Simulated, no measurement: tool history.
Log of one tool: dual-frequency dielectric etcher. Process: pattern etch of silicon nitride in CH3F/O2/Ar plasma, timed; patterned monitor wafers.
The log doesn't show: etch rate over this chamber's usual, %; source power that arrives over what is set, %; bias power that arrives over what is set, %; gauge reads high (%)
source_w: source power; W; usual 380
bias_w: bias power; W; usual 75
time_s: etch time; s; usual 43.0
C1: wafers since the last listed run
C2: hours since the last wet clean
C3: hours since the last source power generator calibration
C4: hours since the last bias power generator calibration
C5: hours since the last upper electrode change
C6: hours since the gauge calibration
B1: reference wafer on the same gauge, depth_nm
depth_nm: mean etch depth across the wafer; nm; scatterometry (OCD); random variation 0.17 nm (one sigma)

Run 1, day 0.000: usual settings; C1 0; C2 101.4; C3 3200.5; C4 2861.9; C5 3849.9; C6 262.8; B1 32.36. Result: depth_nm 27.64 nm.
Run 2, day 2.925: usual settings; C1 772; C2 171.6; C3 3270.7; C4 2932.1; C5 3920.1; C6 333.0; B1 32.28. Result: depth_nm 27.44 nm.
Run 3, day 4.379: usual settings; C1 383; C2 206.5; C3 3305.6; C4 2967.0; C5 3955.0; C6 367.9; B1 32.27. Result: depth_nm 27.51 nm.
Run 4, day 6.717: usual settings but source_w 360 W; C1 616; C2 262.6; C3 3361.7; C4 3023.1; C5 4011.1; C6 424.0; B1 32.22. Result: depth_nm 26.86 nm.
Run 5, day 8.983: usual settings but source_w 360 W; C1 598; C2 317.0; C3 3416.1; C4 3077.5; C5 4065.5; C6 478.4; B1 32.12. Result: depth_nm 26.89 nm.
Run 6, day 11.746: usual settings but bias_w 81 W; C1 729; C2 383.3; C3 3482.4; C4 3143.8; C5 4131.8; C6 544.7; B1 32.05. Result: depth_nm 28.13 nm.
At day 12.192: source power generator calibrated.
Run 7, day 12.875: usual settings but bias_w 63 W; C1 254; C2 410.4; C3 16.4; C4 3170.9; C5 4158.9; C6 571.8; B1 31.96. Result: depth_nm 24.45 nm.
Run 8, day 14.233: usual settings but bias_w 63 W; C1 358; C2 443.0; C3 49.0; C4 3203.5; C5 4191.5; C6 604.4; B1 31.94. Result: depth_nm 24.58 nm.
Run 9, day 15.662: usual settings but bias_w 63 W; C1 377; C2 477.3; C3 83.3; C4 3237.8; C5 4225.8; C6 638.7; B1 31.94. Result: depth_nm 24.55 nm.
Run 10, day 17.333: usual settings but source_w 450 W, bias_w 89 W; C1 441; C2 517.4; C3 123.4; C4 3277.9; C5 4265.9; C6 678.8; B1 31.83. Result: depth_nm 30.66 nm.
At day 18.312: gauge calibrated.
At day 18.858: wet clean of the chamber.
At day 18.879: upper electrode replaced.
Run 11, day 19.792: usual settings but bias_w 80 W; C1 379; C2 22.4; C3 182.4; C4 3336.9; C5 21.9; C6 35.5; B1 32.45. Result: depth_nm 28.73 nm.
Run 12, day 21.204: usual settings but source_w 410 W; C1 372; C2 56.3; C3 216.3; C4 3370.8; C5 55.8; C6 69.4; B1 32.44. Result: depth_nm 27.69 nm.
Run 13, day 22.654: usual settings but bias_w 63 W; C1 382; C2 91.1; C3 251.1; C4 3405.6; C5 90.6; C6 104.2; B1 32.43. Result: depth_nm 24.98 nm.
At day 23.388: bias power generator calibrated.
Run 14, day 25.583: usual settings but bias_w 65 W; C1 729; C2 161.4; C3 321.4; C4 52.7; C5 160.9; C6 174.5; B1 32.27. Result: depth_nm 24.96 nm.
Run 15, day 27.179: usual settings; C1 421; C2 199.7; C3 359.7; C4 91.0; C5 199.2; C6 212.8; B1 32.26. Result: depth_nm 27.52 nm.
Run 16, day 29.200: usual settings but source_w 320 W, bias_w 87 W; C1 533; C2 248.2; C3 408.2; C4 139.5; C5 247.7; C6 261.3; B1 32.24. Result: depth_nm 28.39 nm.
Run 17, day 31.446: usual settings but bias_w 89 W, time_s 47.5 s; C1 592; C2 302.1; C3 462.1; C4 193.4; C5 301.6; C6 315.2; B1 32.11. Result: depth_nm 33.33 nm.
Run 18, day 33.517: usual settings but time_s 53.0 s; C1 546; C2 351.8; C3 511.8; C4 243.1; C5 351.3; C6 364.9; B1 32.00. Result: depth_nm 33.96 nm.

Forecast each of these 5 alternatives for the next run:
Run A, day 33.533: usual settings but bias_w 60 W; C1 4; C2 352.2; C3 512.2; C4 243.5; C5 351.7; C6 365.3; B1 ?. Result: depth_nm ?.
Run B, day 33.533: usual settings but source_w 420 W, bias_w 59 W; C1 4; C2 352.2; C3 512.2; C4 243.5; C5 351.7; C6 365.3; B1 ?. Result: depth_nm ?.
Run C, day 33.533: usual settings but source_w 300 W; C1 4; C2 352.2; C3 512.2; C4 243.5; C5 351.7; C6 365.3; B1 ?. Result: depth_nm ?.
Run D, day 33.533: usual settings but time_s 50.5 s; C1 4; C2 352.2; C3 512.2; C4 243.5; C5 351.7; C6 365.3; B1 ?. Result: depth_nm ?.
Run E, day 33.533: usual settings but source_w 410 W, bias_w 67 W, time_s 53.0 s; C1 4; C2 352.2; C3 512.2; C4 243.5; C5 351.7; C6 365.3; B1 ?. Result: depth_nm ?.

run     B1  depth_nm
  A  32.09     23.73
  B  32.09     24.04
  C  32.09     25.70
  D  32.09     31.69
  E  32.09     31.74
Without the tool's hidden state the same runs would have given:
run  depth_nm
  A     24.13
  B     24.44
  C     26.13
  D     32.22
  E     32.27
